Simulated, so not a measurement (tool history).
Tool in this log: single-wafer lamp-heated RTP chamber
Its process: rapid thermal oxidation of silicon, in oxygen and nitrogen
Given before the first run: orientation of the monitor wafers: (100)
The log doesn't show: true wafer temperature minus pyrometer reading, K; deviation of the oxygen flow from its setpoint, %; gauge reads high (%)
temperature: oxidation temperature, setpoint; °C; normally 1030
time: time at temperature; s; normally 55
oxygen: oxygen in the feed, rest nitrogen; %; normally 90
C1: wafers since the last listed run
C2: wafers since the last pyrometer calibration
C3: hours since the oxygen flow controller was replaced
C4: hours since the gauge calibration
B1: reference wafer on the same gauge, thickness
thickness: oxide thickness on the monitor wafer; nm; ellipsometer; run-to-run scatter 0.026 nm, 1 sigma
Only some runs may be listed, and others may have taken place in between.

Run 1, day 0: usual settings but time 48 s; C1 0; C2 2186; C3 4801.5; C4 433.9; B1 7.691. Result: thickness 6.55 nm.
Run 2, day 3.642: usual settings but time 48 s; C1 1306; C2 3493; C3 4888.9; C4 521.3; B1 7.672. Result: thickness 6.542 nm.
Run 3, day 7.904: usual settings but time 75 s, oxygen 98 %; C1 1529; C2 5022; C3 4991.2; C4 623.6; B1 7.669. Result: thickness 8.335 nm.
At day 8.675: pyrometer window cleaned and pyrometer calibrated.
Run 4, day 9.446: usual settings but time 75 s, oxygen 98 %; C1 433; C2 276; C3 5028.2; C4 660.6; B1 7.677. Result: thickness 8.032 nm.
Run 5, day 11.679: usual settings but oxygen 67 %; C1 801; C2 1078; C3 5081.8; C4 714.2; B1 7.671. Result: thickness 6.164 nm.
Run 6, day 13.633: usual settings; C1 701; C2 1779; C3 5128.7; C4 761.1; B1 7.686. Result: thickness 6.876 nm.
Run 7, day 16.358: usual settings; C1 977; C2 2757; C3 5194.1; C4 826.5; B1 7.679. Result: thickness 6.971 nm.
Run 8, day 20.688: usual settings but oxygen 76 %; C1 1553; C2 4310; C3 5298; C4 930.4; B1 7.674. Result: thickness 6.578 nm.
At day 21.154: pyrometer window cleaned and pyrometer calibrated.
Run 9, day 24.621: usual settings but oxygen 76 %; C1 1291; C2 1244; C3 5392.4; C4 1024.8; B1 7.671. Result: thickness 6.467 nm.
Run 10, day 28.342: usual settings but oxygen 76 %; C1 1335; C2 2580; C3 5481.7; C4 1114.1; B1 7.692. Result: thickness 6.538 nm.
Run 11, day 31.483: usual settings; C1 1127; C2 3707; C3 5557.1; C4 1189.5; B1 7.684. Result: thickness 6.941 nm.
At day 33.054: pyrometer window cleaned and pyrometer calibrated.
Run 12, day 33.654: usual settings; C1 659; C2 215; C3 5609.2; C4 1241.6; B1 7.672. Result: thickness 6.754 nm.
Run 13, day 37.546: usual settings but temperature 1048 °C; C1 1396; C2 1611; C3 5702.6; C4 1335; B1 7.673. Result: thickness 7.813 nm.
Run 14, day 41.033: usual settings but time 41 s, oxygen 77 %; C1 1251; C2 2863; C3 5786.3; C4 1418.7; B1 7.683. Result: thickness 5.715 nm.
Run 15, day 44.104: usual settings but time 44 s, oxygen 98 %; C1 1102; C2 3965; C3 5860; C4 1492.4; B1 7.683. Result: thickness 6.534 nm.
Run 16, day 46.788: usual settings; C1 962; C2 4928; C3 5924.4; C4 1556.8; B1 7.684. Result: thickness 7.022 nm.
At day 48.917: pyrometer window cleaned and pyrometer calibrated.
Run 17, day 49.429: usual settings but temperature 1054 °C, time 63 s, oxygen 98 %; C1 828; C2 183; C3 5987.8; C4 1620.2; B1 7.679. Result: thickness 8.849 nm.
At day 50.142: gauge calibrated.
Run 18, day 52.204: usual settings but temperature 1016 °C, time 73 s, oxygen 81 %; C1 995; C2 1179; C3 6054.4; C4 49.5; B1 7.681. Result: thickness 6.827 nm.
At day 52.767: oxygen flow controller replaced.
Run 19, day 54.858: usual settings but temperature 1047 °C, oxygen 98 %; C1 832; C2 2012; C3 50.2; C4 113.2; B1 7.667. Result: thickness 8.047 nm.
Run 20, day 57.112: usual settings but temperature 1056 °C, time 81 s, oxygen 81 %; C1 808; C2 2820; C3 104.3; C4 167.3; B1 7.686. Result: thickness 9.6 nm.
Run 21, day 59.017: usual settings but time 68 s; C1 683; C2 3504; C3 150; C4 213; B1 7.688. Result: thickness 7.739 nm.
At day 61: pyrometer window cleaned and pyrometer calibrated.
Run 22, day 62.175: usual settings but temperature 1009 °C, oxygen 98 %; C1 1013; C2 422; C3 225.8; C4 288.8; B1 7.68. Result: thickness 5.993 nm.
Run 23, day 64.65: usual settings but temperature 1044 °C, oxygen 98 %; C1 888; C2 1310; C3 285.2; C4 348.2; B1 7.69. Result: thickness 7.728 nm.
Run 24, day 66.275: usual settings but time 74 s, oxygen 98 %; C1 583; C2 1893; C3 324.2; C4 387.2; B1 7.686. Result: thickness 8.074 nm.
Run 25, day 69.988: usual settings but temperature 1054 °C, time 63 s, oxygen 98 %; C1 1332; C2 3226; C3 413.3; C4 476.3; B1 7.669. Result: thickness 8.938 nm.

Below, each run's measurement less what the same run would have read without the hidden state. Both values contain the same run-to-run variation, but the gauge's scatter may not be the same in both:
run  thickness
  1     +0.152
  2     +0.214
  3     +0.368
  4     +0.048
  5     +0.073
  6     +0.119
  7      +0.17
  8     +0.234
  9     +0.082
 10     +0.147
 11     +0.214
 12     +0.026
 13     +0.108
 14     +0.133
 15     +0.206
 16     +0.271
 17     +0.087
 18     +0.122
 19     +0.194
 20     +0.284
 21     +0.276
 22     +0.023
 23     +0.078
 24     +0.119
 25     +0.212
